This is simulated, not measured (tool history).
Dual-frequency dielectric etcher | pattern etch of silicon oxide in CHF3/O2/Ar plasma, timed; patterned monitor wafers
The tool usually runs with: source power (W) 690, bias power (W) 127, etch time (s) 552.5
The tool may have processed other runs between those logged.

run     day  source power (W)  bias power (W)  etch time (s)  read-back reference wafer on the same gauge, depth_nm  mean etch depth across the wafer (angstrom)
  1   0.000               690             116          552.5                                                  900.1                                        10116
  2   1.192               690             116          552.5                                                  899.3                                        10116
  3   3.479               690             127          552.5                                                  900.5                                        10398
  4   6.025               690             127          552.5                                                  900.2                                        10420
  5   8.296               690             145          552.5                                                  900.2                                        10815
  6  11.033               690             139          552.5                                                  899.8                                        10574
  7  13.304               600             127          552.5                                                  900.4                                         9854
  8  14.375               600             127          552.5                                                  900.4                                         9845
  9  15.400               600             127          552.5                                                  900.2                                         9825
 10  18.038               690             127          552.5                                                  900.4                                        10397
 11  24.008               690             127          552.5                                                  900.1                                        10456
 12  25.046               690             127          552.5                                                  900.3                                        10414
 13  27.783               690             127          552.5                                                  900.3                                        10492
 14  29.400               690             127          552.5                                                  899.7                                        10469
 15  31.500               690             127          552.5                                                  900.4                                        10478
 16  33.571               690             127          552.5                                                  900.4                                        10567
 17  35.875               690             155          489.5                                                  899.7                                         9825
 18  38.667               530             114          650.0                                                  899.8                                        10949
 19  40.738               600             127          552.5                                                  900.2                                         9840
 20  42.958               770             100          412.0                                                  900.0                                         7572
 21  44.092               690             127          552.5                                                  900.1                                        10381
 22  45.933               690             116          552.5                                                  899.7                                        10172
 23  47.242               690             127          680.0                                                  899.4                                        12816
 24  50.025               690              99          644.5                                                  900.4                                        11400
 25  52.904               580             142          708.0                                                  900.2                                        13126
 26  55.562               760             127          552.5                                                  899.8                                        10646
 27  57.071               690             151          417.0                                                  900.0                                         8219
 28  58.675               550             116          701.0                                                  899.7                                        11814
 29  59.742               690              97          552.5                                                  899.5                                         9631
 30  61.129               810             101          552.5                                                  900.3                                        10385

Withheld: 8 entries from between the runs. Position of each, and hidden state at the listed run before versus the listed run after:
After run 5, before run 6: wet clean of the chamber (day 10.054)
  etch rate over this chamber's usual, %: 1.55 -> 0.312; source power that arrives over what is set, %: -3.81 -> -3.99
  difference, measured minus the result without the unlogged condition, mean etch depth across the wafer (angstrom): +18 -> -120
After run 10, before run 11: source power generator calibrated (day 19.858); bias power generator calibrated (day 21.004); upper electrode replaced (day 22.783); wet clean of the chamber (day 23.588)
  etch rate over this chamber's usual, %: 1.12 -> 0.13; source power that arrives over what is set, %: -4.47 -> -0.387
  difference, measured minus the result without the unlogged condition, mean etch depth across the wafer (angstrom): -54 -> -1
After run 12, before run 13: gauge calibrated (day 25.179)
  etch rate over this chamber's usual, %: 0.25 -> 0.564; source power that arrives over what is set, %: -0.457 -> -0.643
  difference, measured minus the result without the unlogged condition, mean etch depth across the wafer (angstrom): +9 -> +35
After run 18, before run 19: wet clean of the chamber (day 40.717)
  etch rate over this chamber's usual, %: 1.82 -> 0.00446; source power that arrives over what is set, %: -1.38 -> -1.52
  difference, measured minus the result without the unlogged condition, mean etch depth across the wafer (angstrom): +142 -> -53
After run 25, before run 26: wet clean of the chamber (day 54.150)
  etch rate over this chamber's usual, %: 1.4 -> 0.0351; source power that arrives over what is set, %: -2.35 -> -2.53
  difference, measured minus the result without the unlogged condition, mean etch depth across the wafer (angstrom): +73 -> -94
